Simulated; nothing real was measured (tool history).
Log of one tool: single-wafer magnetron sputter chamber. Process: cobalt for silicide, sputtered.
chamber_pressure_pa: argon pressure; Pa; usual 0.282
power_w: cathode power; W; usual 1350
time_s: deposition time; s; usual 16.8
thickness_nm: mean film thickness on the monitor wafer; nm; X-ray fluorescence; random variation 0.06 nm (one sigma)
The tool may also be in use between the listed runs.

run    hour  chamber_pressure_pa  power_w  time_s  read-back reference wafer on the same gauge, thickness_nm  thickness_nm
  1       0                0.282     1350    15.7                                                     10.303        11.069
  2    66.9                0.282     1350    16.8                                                     10.301        11.677
      113.7  -- sputter target and shields replaced
  3   114.2                0.282     1350    19.4                                                     10.326        12.935
  4   180.2                0.282     1350    19.4                                                     10.287        12.748
  5   220.6                0.258     1100    16.8                                                     10.316         9.024
  6   287.5                0.282     1350    16.8                                                     10.301        10.725
  7   314.2                0.282     1350    16.8                                                     10.275        10.716
  8   379.4                0.282     1350    16.8                                                     10.326        10.768
  9   447.8                0.282     1350    16.8                                                     10.302        10.689
      465.1  -- sputter target and shields replaced, repeated, since the last time left the tool worse
 10   502.1                0.282     1350    16.8                                                     10.304        12.301
      515.4  -- gauge calibrated
 11     550                0.282     1350    16.8                                                     10.299        12.082
 12   581.1                0.213     1450    16.8                                                     10.286        13.346
 13   616.4                0.213     1450    16.8                                                     10.337        13.157
 14   673.7                0.328     1350    16.8                                                     10.287        11.644
 15   720.9                0.311     1600    15.2                                                     10.313        12.496
 16   769.4                0.376     1550    15.2                                                      10.31        11.811
      792.7  -- magnet pack replaced
 17   831.7                0.282     1350    16.8                                                     10.319        11.742
 18   891.8                0.282     1350      16                                                     10.313        11.184
      942.1  -- sputter target and shields replaced
 19     962                0.229     1350    14.1                                                     10.307        10.569
      974.7  -- capacitance manometer re-zeroed and calibrated
 20  1030.5                0.282     1350    16.8                                                     10.274        12.142
 21  1097.2                0.282     1350    19.1                                                     10.304        13.496
 22  1145.4                0.373     1150    14.6                                                      10.32         8.563
 23  1203.8                0.282     1350    16.8                                                     10.289        11.844
 24  1263.7                0.282     1350    18.5                                                      10.31        13.086
 25  1303.3                0.328     1350    16.8                                                       10.3        11.611
     1341.6  -- sputter target and shields replaced
 26  1355.7                0.379     1550    16.8                                                     10.294        13.747
 27  1384.8                0.282     1350    16.8                                                     10.287        12.112
 28  1428.8                0.282     1600    15.1                                                     10.294        12.887
 29    1479                0.338     1700      14                                                     10.325        12.408

Forecast run 30:
 30  1505.9                0.329     1350    16.8                                                          ?             ?

Run 30 gave read-back reference wafer on the same gauge, thickness_nm 10.281, thickness_nm 11.825 nm.
Without the tool's hidden state the same run would have given thickness_nm 12.364 nm.

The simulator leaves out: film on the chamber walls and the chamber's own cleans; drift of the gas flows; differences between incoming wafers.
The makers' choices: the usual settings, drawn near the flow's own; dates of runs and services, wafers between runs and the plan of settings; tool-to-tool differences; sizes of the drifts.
